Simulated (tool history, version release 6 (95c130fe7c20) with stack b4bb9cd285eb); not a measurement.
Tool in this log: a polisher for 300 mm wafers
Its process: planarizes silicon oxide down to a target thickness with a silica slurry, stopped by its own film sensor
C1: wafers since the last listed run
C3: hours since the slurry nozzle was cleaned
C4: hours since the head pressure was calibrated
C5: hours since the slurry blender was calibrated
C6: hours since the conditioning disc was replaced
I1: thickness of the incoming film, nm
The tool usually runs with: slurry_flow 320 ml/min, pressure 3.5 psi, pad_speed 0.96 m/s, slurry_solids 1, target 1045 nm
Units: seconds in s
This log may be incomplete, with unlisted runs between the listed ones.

Run 1, hour 0: usual settings; C1 0; wafers polished on this pad 1583; C3 252; C4 893.1; C5 325.6; C6 84.2; I1 1289.6. Result: seconds 114.8 s.
Run 2, hour 39.4: usual settings but slurry_flow 375 ml/min; C1 351; wafers polished on this pad 1934; C3 291.4; C4 932.5; C5 365; C6 123.6; I1 1306.2. Result: seconds 120.1 s.
At hour 66: slurry blender recalibrated.
Run 3, hour 88: usual settings but slurry_flow 375 ml/min; C1 415; wafers polished on this pad 2349; C3 340; C4 981.1; C5 22; C6 172.2; I1 1277.7. Result: seconds 108.1 s.
At hour 132.4: slurry nozzle cleaned.
At hour 182.7: worn pad replaced by a new one.
Run 4, hour 236.7: usual settings but slurry_flow 375 ml/min; C1 1280; wafers polished on this pad 481; C3 104.3; C4 1129.8; C5 170.7; C6 320.9; I1 1302.8. Result: seconds 122.9 s.
At hour 292.9: conditioning disc replaced and pad reconditioned.
Run 5, hour 306.7: usual settings but pressure 4.3 psi; C1 605; wafers polished on this pad 1087; C3 174.3; C4 1199.8; C5 240.7; C6 13.8; I1 1306.9. Result: seconds 89.7 s.
Run 6, hour 339.4: usual settings but slurry_solids 0.9; C1 291; wafers polished on this pad 1378; C3 207; C4 1232.5; C5 273.4; C6 46.5; I1 1312.1. Result: seconds 125.2 s.
Run 7, hour 410.7: usual settings but slurry_flow 300 ml/min; C1 635; wafers polished on this pad 2013; C3 278.3; C4 1303.8; C5 344.7; C6 117.8; I1 1307.9. Result: seconds 121.9 s.
Run 8, hour 442.9: usual settings but slurry_flow 300 ml/min; C1 286; wafers polished on this pad 2300; C3 310.5; C4 1336; C5 376.9; C6 150; I1 1307.7. Result: seconds 119.8 s.
Run 9, hour 482.8: usual settings but slurry_flow 300 ml/min; C1 355; wafers polished on this pad 2656; C3 350.4; C4 1375.9; C5 416.8; C6 189.9; I1 1309.3. Result: seconds 124.1 s.
At hour 503.7: slurry blender recalibrated.
At hour 524: head pressure recalibrated.
At hour 542.4: worn pad replaced by a new one.
Run 10, hour 542.9: usual settings; C1 464; wafers polished on this pad 4; C3 410.5; C4 18.9; C5 39.2; C6 250; I1 1303.6. Result: seconds 122.1 s.
Run 11, hour 567.4: usual settings; C1 218; wafers polished on this pad 223; C3 435; C4 43.4; C5 63.7; C6 274.5; I1 1310.2. Result: seconds 123.6 s.
At hour 587.1: slurry nozzle cleaned.
At hour 597.3: conditioning disc replaced and pad reconditioned.
Run 12, hour 729.9: usual settings; C1 1421; wafers polished on this pad 1644; C3 142.8; C4 205.9; C5 226.2; C6 132.6; I1 1308.5. Result: seconds 123 s.
At hour 841.5: slurry blender recalibrated.
Run 13, hour 911.9: usual settings but target 1008 nm; C1 1604; wafers polished on this pad 3248; C3 324.8; C4 387.9; C5 70.4; C6 314.6; I1 1325.2. Result: seconds 151.2 s.
At hour 919.2: worn pad replaced by a new one.
At hour 924.7: conditioning disc replaced and pad reconditioned.
Run 14, hour 972.6: usual settings but slurry_flow 425 ml/min, pressure 4.6 psi, pad_speed 1.22 m/s, target 1109 nm; C1 487; wafers polished on this pad 458; C3 385.5; C4 448.6; C5 131.1; C6 47.9; I1 1295.3. Result: seconds 54.2 s.
Run 15, hour 1043.9: usual settings but pressure 2.9 psi, pad_speed 0.66 m/s; C1 635; wafers polished on this pad 1093; C3 456.8; C4 519.9; C5 202.4; C6 119.2; I1 1325.3. Result: seconds 206.3 s.
At hour 1057.3: slurry nozzle cleaned.
Run 16, hour 1106.5: usual settings but slurry_flow 375 ml/min; C1 548; wafers polished on this pad 1642; C3 49.2; C4 582.5; C5 265; C6 181.8; I1 1292.9. Result: seconds 117.4 s.
Run 17, hour 1157: usual settings but slurry_flow 285 ml/min, pressure 3 psi, pad_speed 0.68 m/s, target 1068 nm; C1 450; wafers polished on this pad 2092; C3 99.7; C4 633; C5 315.5; C6 232.3; I1 1280.3. Result: seconds 149 s.
Run 18, hour 1183.2: usual settings; C1 233; wafers polished on this pad 2326; C3 125.9; C4 659.2; C5 341.7; C6 258.5; I1 1299.5. Result: seconds 127 s.
At hour 1223.7: worn pad replaced by a new one.
At hour 1235.2: slurry blender recalibrated.
At hour 1235.4: conditioning disc replaced and pad reconditioned.
Run 19, hour 1255: usual settings but pad_speed 0.66 m/s, slurry_solids 1.15; C1 584; wafers polished on this pad 258; C3 197.7; C4 731; C5 19.8; C6 19.6; I1 1278.8. Result: seconds 124 s.
Run 20, hour 1296.3: usual settings; C1 368; wafers polished on this pad 626; C3 239; C4 772.3; C5 61.1; C6 60.9; I1 1304.9. Result: seconds 114.8 s.
Run 21, hour 1326.7: usual settings; C1 270; wafers polished on this pad 897; C3 269.4; C4 802.7; C5 91.5; C6 91.3; I1 1277. Result: seconds 105 s.
Run 22, hour 1394.6: usual settings but slurry_flow 275 ml/min, pad_speed 1.16 m/s; C1 605; wafers polished on this pad 1502; C3 337.3; C4 870.6; C5 159.4; C6 159.2; I1 1306.5. Result: seconds 106.8 s.
Run 23, hour 1432: usual settings but slurry_flow 365 ml/min, pressure 3.2 psi, pad_speed 0.7 m/s; C1 333; wafers polished on this pad 1836; C3 374.7; C4 908; C5 196.8; C6 196.6; I1 1291. Result: seconds 152.8 s.
At hour 1468.6: slurry nozzle cleaned.
Run 24, hour 1487.9: usual settings but slurry_flow 270 ml/min, pressure 4.3 psi, target 973 nm; C1 489; wafers polished on this pad 2325; C3 19.3; C4 963.9; C5 252.7; C6 252.5; I1 1290.3. Result: seconds 125.4 s.
At hour 1528.1: conditioning disc replaced and pad reconditioned.
Run 25, hour 1539.4: usual settings; C1 441; wafers polished on this pad 2766; C3 70.8; C4 1015.4; C5 304.2; C6 11.3; I1 1298.8. Result: seconds 108.1 s.
Run 26, hour 1564.9: usual settings but slurry_flow 425 ml/min, pressure 3.1 psi, pad_speed 0.7 m/s, slurry_solids 0.8; C1 227; wafers polished on this pad 2993; C3 96.3; C4 1040.9; C5 329.7; C6 36.8; I1 1303.7. Result: seconds 186.7 s.

Forecast each of these 3 alternatives for the next run:
Run A, hour 1565.4: usual settings; C1 4; wafers polished on this pad 2998; C3 96.8; C4 1041.4; C5 330.2; C6 37.3; I1 1323.1. Result: seconds ?.
Run B, hour 1565.4: usual settings but pressure 2.5 psi; C1 4; wafers polished on this pad 2998; C3 96.8; C4 1041.4; C5 330.2; C6 37.3; I1 1323.1. Result: seconds ?.
Run C, hour 1565.4: usual settings but slurry_flow 285 ml/min, pressure 4 psi, slurry_solids 0.7; C1 4; wafers polished on this pad 2998; C3 96.8; C4 1041.4; C5 330.2; C6 37.3; I1 1323.1. Result: seconds ?.

run  seconds
  A    125.3
  B    172.5
  C    149.4
The same runs, with their run-to-run variation unchanged, on a tool lacking any hidden condition would have given:
run  seconds
  A    117.3
  B    164.2
  C    138.8

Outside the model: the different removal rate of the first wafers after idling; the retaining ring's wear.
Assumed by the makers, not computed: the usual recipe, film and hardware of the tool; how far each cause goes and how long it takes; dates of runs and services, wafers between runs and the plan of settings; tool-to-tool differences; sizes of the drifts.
